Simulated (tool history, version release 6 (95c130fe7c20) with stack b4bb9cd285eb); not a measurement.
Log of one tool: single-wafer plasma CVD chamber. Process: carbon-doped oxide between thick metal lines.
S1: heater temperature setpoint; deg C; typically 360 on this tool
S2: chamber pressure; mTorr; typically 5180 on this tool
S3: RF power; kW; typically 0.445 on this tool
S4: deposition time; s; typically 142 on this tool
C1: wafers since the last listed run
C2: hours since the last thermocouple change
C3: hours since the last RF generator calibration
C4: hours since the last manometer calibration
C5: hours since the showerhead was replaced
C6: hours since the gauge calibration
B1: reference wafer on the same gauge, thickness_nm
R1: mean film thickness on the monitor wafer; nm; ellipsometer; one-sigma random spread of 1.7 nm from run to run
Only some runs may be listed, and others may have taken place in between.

run     day   S1    S2     S3   S4   C1      C2      C3      C4      C5     C6       B1       R1
  1   0.000  360  5180  0.445  142    0  1435.2  1951.0  2261.9  3760.0  312.2  682.236  741.045
  2   0.558  360  4650  0.445  142  209  1448.6  1964.4  2275.3  3773.4  325.6  682.012  736.656
      1.200  -- thermocouple changed; heater temperature recalibrated
  3   1.221  360  4650  0.445  142  123     0.5  1980.3  2291.2  3789.3  341.5  681.946  734.027
      1.700  -- capacitance manometer re-zeroed and calibrated
  4   1.721  360  4650  0.445  142   62    12.5  1992.3     0.5  3801.3  353.5  681.928  734.819
  5   2.029  360  5180  0.445  142  115    19.9  1999.7     7.9  3808.7  360.9  681.722  742.435
      2.283  -- gauge calibrated
  6   2.767  360  5180  0.445  142  276    37.6  2017.4    25.6  3826.4   11.6  682.649  739.311
  7   3.083  368  5180  0.505  142  118    45.2  2025.0    33.2  3834.0   19.2  682.393  779.790
  8   3.417  371  6460  0.365  135  124    53.2  2033.0    41.2  3842.0   27.2  681.702  640.746
  9   3.988  353  5180  0.530  142  213    66.9  2046.7    54.9  3855.7   40.9  681.605  816.341
 10   4.767  360  5180  0.445  151  291    85.6  2065.4    73.6  3874.4   59.6  682.365  787.753
      5.229  -- showerhead replaced
 11   5.488  353  6400  0.525  160  145   102.9  2082.7    90.9     6.2   76.9  681.759  933.206
 12   6.129  350  5510  0.520  142  240   118.3  2098.1   106.3    21.6   92.3  681.675  818.399
 13   6.879  372  5180  0.495  161  280   136.3  2116.1   124.3    39.6  110.3  681.725  862.006
 14   7.379  360  5180  0.410  154  187   148.3  2128.1   136.3    51.6  122.3  681.935  768.948
 15   8.858  360  5180  0.445  142  553   183.8  2163.6   171.8    87.1  157.8  682.345  739.658
 16   9.292  374  3940  0.385  142  162   194.2  2174.0   182.2    97.5  168.2  682.169  653.798
 17   9.967  352  3980  0.475  160  252   210.4  2190.2   198.4   113.7  184.4  681.764  852.322
 18  10.238  365  4090  0.385  168  101   216.9  2196.7   204.9   120.2  190.9  682.276  788.724
     10.812  -- RF generator calibrated
 19  10.875  360  5180  0.445  142  113   232.2     1.5   220.2   135.5  206.2  682.026  768.536
 20  11.129  360  6180  0.445  125   95   238.3     7.6   226.3   141.6  212.3  681.852  692.411
 21  11.742  346  4010  0.405  168  229   253.0    22.3   241.0   156.3  227.0  682.133  875.787
 22  12.412  351  4390  0.375  158  251   269.1    38.4   257.1   172.4  243.1  682.004  792.464
 23  12.904  354  4470  0.375  157  184   280.9    50.2   268.9   184.2  254.9  681.944  782.318
 24  13.638  360  5180  0.380  161  274   298.5    67.8   286.5   201.8  272.5  682.117  808.376
 25  14.046  360  6400  0.405  142  152   308.3    77.6   296.3   211.6  282.3  682.078  750.227

Run 26 has not been measured yet. What should we expect?
 26  14.525  360  4690  0.505  118  179  319.8  89.1  307.8  223.1  293.8   ?   ?

For run 26 the tool returned B1 682.079, R1 668.233 nm.
On a tool with no hidden condition, and with the same random variation, this run would have come out at R1 670.679 nm.

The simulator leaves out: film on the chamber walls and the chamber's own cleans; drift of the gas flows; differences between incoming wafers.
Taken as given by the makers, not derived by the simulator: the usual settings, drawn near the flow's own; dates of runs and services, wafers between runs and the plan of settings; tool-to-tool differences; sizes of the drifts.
